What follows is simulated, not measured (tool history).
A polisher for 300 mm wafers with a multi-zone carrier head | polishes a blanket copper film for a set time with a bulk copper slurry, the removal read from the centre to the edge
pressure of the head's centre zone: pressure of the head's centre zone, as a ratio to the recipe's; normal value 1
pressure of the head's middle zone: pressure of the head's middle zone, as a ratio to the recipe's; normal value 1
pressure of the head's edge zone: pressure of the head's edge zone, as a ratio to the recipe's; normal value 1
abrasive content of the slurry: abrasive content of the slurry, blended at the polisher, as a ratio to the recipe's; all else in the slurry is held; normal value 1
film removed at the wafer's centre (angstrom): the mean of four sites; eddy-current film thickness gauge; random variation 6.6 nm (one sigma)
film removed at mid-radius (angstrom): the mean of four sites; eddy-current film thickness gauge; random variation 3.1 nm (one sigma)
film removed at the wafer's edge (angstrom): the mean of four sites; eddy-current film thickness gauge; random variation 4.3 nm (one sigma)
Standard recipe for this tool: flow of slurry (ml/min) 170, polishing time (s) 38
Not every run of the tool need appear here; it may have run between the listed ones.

run     day  flow of slurry (ml/min)  pressure of the head's centre zone  pressure of the head's middle zone  pressure of the head's edge zone  abrasive content of the slurry  polishing time (s)  incoming thickness of the incoming film, nm  film removed at the wafer's centre (angstrom)  film removed at mid-radius (angstrom)  film removed at the wafer's edge (angstrom)
  1       0                      170                                   1                                   1                                 1                            1.15                  38                                       3460.9                                           4762                                   4677                                         4797
  2   1.383                      140                                   1                                0.93                              0.92                               1                  38                                       3452.3                                           4353                                   4146                                         4327
  3   2.504                      170                                   1                                   1                                 1                               1                  38                                       3347.5                                           4460                                   4568                                         4494
  4   3.738                      170                                   1                                   1                              1.06                               1                  43                                       3433.5                                           5265                                   5145                                         5230
  5   5.054                      170                                   1                                   1                               0.9                               1                  38                                       3397.3                                           4623                                   4525                                         4372
  6   5.658                      170                                   1                                   1                                 1                               1                  38                                       3424.6                                           4690                                   4540                                         4579
      6.638  -- worn pad replaced by a new one
  7   6.658                      170                                   1                                   1                                 1                               1                  38                                       3456.9                                           4553                                   4636                                         4571
  8   7.788                      170                                   1                                1.11                                 1                               1                  38                                       3360.2                                           4529                                   4917                                         4628
  9   8.338                      170                                0.93                                   1                               1.1                            0.75                  50                                       3392.6                                           5292                                   5682                                         5760
      9.392  -- carrier head's membrane replaced by a new one
 10   9.821                      170                                   1                                   1                                 1                               1                  48                                       3336.6                                           5667                                   5771                                         5748
 11   10.65                      170                                0.92                                1.07                              1.03                               1                  38                                       3390.9                                           4128                                   4790                                         4594
 12  11.704                      170                                 0.9                                1.08                                 1                               1                  38                                       3446.3                                           4183                                   4876                                         4549
 13  13.175                      170                                0.95                                1.08                                 1                             0.8                  48                                       3446.2                                           5286                                   5826                                         5458
     14.046  -- centre zone pressure recalibrated
 14  14.488                      170                                   1                                   1                              1.05                             0.8                  38                                       3397.2                                           4462                                   4322                                         4386
 15  15.142                      145                                   1                                   1                                 1                             0.8                  38                                       3380.3                                           4239                                   4200                                         4220
     15.838  -- edge zone pressure recalibrated
     16.321  -- worn pad replaced by a new one
 16  18.433                      170                                   1                                   1                                 1                             0.9                  38                                       3435.1                                           4557                                   4418                                         4510
 17  19.417                      170                                   1                                   1                              0.94                             1.1                  38                                       3431.1                                           4681                                   4667                                         4554
 18  20.775                      130                                0.88                                   1                                 1                             1.1                  38                                       3412.5                                           3870                                   4383                                         4425
 19  22.079                      110                                0.95                                   1                                 1                             0.8                  38                                       3367.7                                           3689                                   3909                                         4000
 20  25.646                      170                                   1                                   1                                 1                               1                  38                                       3387.8                                           4542                                   4592                                         4559
     26.762  -- worn pad replaced by a new one
 21  26.783                      215                                   1                                   1                                 1                               1                  38                                       3422.2                                           4808                                   4780                                         4705
 22  27.342                      135                                0.88                                   1                                 1                               1                  38                                         3404                                           3755                                   4330                                         4445

Below are 3 alternative next runs, each starting from the tool's condition after run 22. Predict each:
  A  27.358                      170                                   1                                   1                              1.04                               1                  38                                       3432.1                                              ?                                      ?                                            ?
  B  27.358                      170                                0.95                                   1                                 1                             1.2                  38                                       3432.1                                              ?                                      ?                                            ?
  C  27.358                      170                                   1                                   1                                 1                             0.9                  31                                       3432.1                                              ?                                      ?                                            ?

run  film removed at the wafer's centre (angstrom)  film removed at mid-radius (angstrom)  film removed at the wafer's edge (angstrom)
  A                                           4433                                   4570                                         4667
  B                                           4384                                   4760                                         4784
  C                                           3534                                   3643                                         3662
The same runs, with their run-to-run variation unchanged, on a tool lacking any hidden condition would have given:
run  film removed at the wafer's centre (angstrom)  film removed at mid-radius (angstrom)  film removed at the wafer's edge (angstrom)
  A                                           4433                                   4570                                         4667
  B                                           4384                                   4760                                         4784
  C                                           3534                                   3643                                         3662
